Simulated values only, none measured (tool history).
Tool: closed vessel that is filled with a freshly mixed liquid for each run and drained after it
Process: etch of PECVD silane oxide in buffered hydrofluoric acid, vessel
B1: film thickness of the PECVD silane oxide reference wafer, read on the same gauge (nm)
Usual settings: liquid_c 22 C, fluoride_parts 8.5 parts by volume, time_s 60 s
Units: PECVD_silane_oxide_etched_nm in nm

Run 1, day 0: usual settings but liquid_c 18.5 C, fluoride_parts 6 parts by volume; B1 140. Result: PECVD_silane_oxide_etched_nm 175.58 nm.
At day 0.067: thermometer replaced.
Run 2, day 1.521: usual settings; B1 140.02. Result: PECVD_silane_oxide_etched_nm 142.81 nm.
Run 3, day 3.696: usual settings; B1 139.99. Result: PECVD_silane_oxide_etched_nm 141.6 nm.
Run 4, day 5.717: usual settings but liquid_c 23.5 C; B1 139.99. Result: PECVD_silane_oxide_etched_nm 152.54 nm.
Run 5, day 9.379: usual settings; B1 140.01. Result: PECVD_silane_oxide_etched_nm 141.04 nm.
At day 9.7: hydrofluoric acid flow meter replaced.
At day 10.125: gauge calibrated.
Run 6, day 11.85: usual settings; B1 140.01. Result: PECVD_silane_oxide_etched_nm 140.91 nm.
Run 7, day 15.229: usual settings; B1 140.01. Result: PECVD_silane_oxide_etched_nm 140.46 nm.
Run 8, day 17.262: usual settings; B1 140.03. Result: PECVD_silane_oxide_etched_nm 137.15 nm.
Run 9, day 20.654: usual settings but liquid_c 24.5 C, fluoride_parts 9.5 parts by volume, time_s 50 s; B1 140.02. Result: PECVD_silane_oxide_etched_nm 120.19 nm.
At day 23.121: thermometer replaced, repeated, since the last time left the tool worse.
Run 10, day 24.946: usual settings but time_s 80 s; B1 140.01. Result: PECVD_silane_oxide_etched_nm 218.88 nm.
Run 11, day 28.354: usual settings but fluoride_parts 10 parts by volume, time_s 90 s; B1 139.97. Result: PECVD_silane_oxide_etched_nm 213.91 nm.
Run 12, day 31.454: usual settings but liquid_c 18 C; B1 139.98. Result: PECVD_silane_oxide_etched_nm 129.8 nm.
Run 13, day 34.196: usual settings but liquid_c 26 C, fluoride_parts 11.5 parts by volume, time_s 85 s; B1 139.99. Result: PECVD_silane_oxide_etched_nm 215.72 nm.
Run 14, day 38.129: usual settings but fluoride_parts 10 parts by volume, time_s 70 s; B1 140. Result: PECVD_silane_oxide_etched_nm 161.35 nm.
Run 15, day 40.675: usual settings but liquid_c 20 C, fluoride_parts 11.5 parts by volume, time_s 90 s; B1 140. Result: PECVD_silane_oxide_etched_nm 162.26 nm.
At day 41.808: hydrofluoric acid flow meter replaced.
Run 16, day 53.042: usual settings but liquid_c 26.5 C, time_s 30 s; B1 140.02. Result: PECVD_silane_oxide_etched_nm 99.18 nm.
Run 17, day 55.067: usual settings but liquid_c 18 C, time_s 75 s; B1 139.99. Result: PECVD_silane_oxide_etched_nm 156.36 nm.
Run 18, day 56.792: usual settings; B1 139.98. Result: PECVD_silane_oxide_etched_nm 154.83 nm.
Run 19, day 59.533: usual settings but liquid_c 20.5 C; B1 139.98. Result: PECVD_silane_oxide_etched_nm 141.17 nm.
Run 20, day 61.158: usual settings but liquid_c 26 C, fluoride_parts 11.5 parts by volume, time_s 85 s; B1 140.02. Result: PECVD_silane_oxide_etched_nm 207.96 nm.
Run 21, day 62.75: usual settings but liquid_c 24 C, fluoride_parts 10 parts by volume, time_s 70 s; B1 140. Result: PECVD_silane_oxide_etched_nm 173.96 nm.
Run 22, day 64.321: usual settings but time_s 45 s; B1 139.98. Result: PECVD_silane_oxide_etched_nm 115.72 nm.
Run 23, day 66.138: usual settings but liquid_c 25 C, fluoride_parts 7.5 parts by volume, time_s 35 s; B1 139.97. Result: PECVD_silane_oxide_etched_nm 119 nm.
Run 24, day 68.771: usual settings but fluoride_parts 10.5 parts by volume; B1 140.03. Result: PECVD_silane_oxide_etched_nm 124.45 nm.
At day 72.633: hydrofluoric acid flow meter replaced.
Run 25, day 73.267: usual settings; B1 140.01. Result: PECVD_silane_oxide_etched_nm 151.42 nm.
Run 26, day 74.896: usual settings; B1 140.02. Result: PECVD_silane_oxide_etched_nm 150.44 nm.
Run 27, day 79.042: usual settings but fluoride_parts 7 parts by volume; B1 140.02. Result: PECVD_silane_oxide_etched_nm 183.35 nm.
At day 81.95: thermometer replaced.
Run 28, day 82.35: usual settings but liquid_c 25 C, time_s 70 s; B1 139.97. Result: PECVD_silane_oxide_etched_nm 226.69 nm.
Run 29, day 86.412: usual settings but fluoride_parts 7.5 parts by volume; B1 140.03. Result: PECVD_silane_oxide_etched_nm 184.82 nm.
Run 30, day 89.296: usual settings; B1 140.01. Result: PECVD_silane_oxide_etched_nm 162.64 nm.
Run 31, day 92.396: usual settings but fluoride_parts 6.5 parts by volume; B1 140.02. Result: PECVD_silane_oxide_etched_nm 209.38 nm.
Run 32, day 95.638: usual settings but liquid_c 25 C; B1 140.02. Result: PECVD_silane_oxide_etched_nm 190.06 nm.

What the log doesn't show, run by run:
hydrofluoric acid flow below the setpoint (%): 0 in every run
gauge reads high (%): 0 in every run
H1: liquid colder than its thermometer reads (K)
run     H1
  1   1.42
  2   2.62
  3   2.69
  4   2.75
  5   2.85
  6   2.93
  7   3.03
  8   3.09
  9   3.19
 10  0.202
 11  0.304
 12  0.396
 13  0.478
 14  0.595
 15  0.671
 16   1.04
 17    1.1
 18   1.15
 19   1.23
 20   1.28
 21   1.33
 22   1.37
 23   1.43
 24   1.51
 25   1.64
 26   1.69
 27   1.81
 28  0.156
 29  0.277
 30  0.363
 31  0.455
 32  0.552

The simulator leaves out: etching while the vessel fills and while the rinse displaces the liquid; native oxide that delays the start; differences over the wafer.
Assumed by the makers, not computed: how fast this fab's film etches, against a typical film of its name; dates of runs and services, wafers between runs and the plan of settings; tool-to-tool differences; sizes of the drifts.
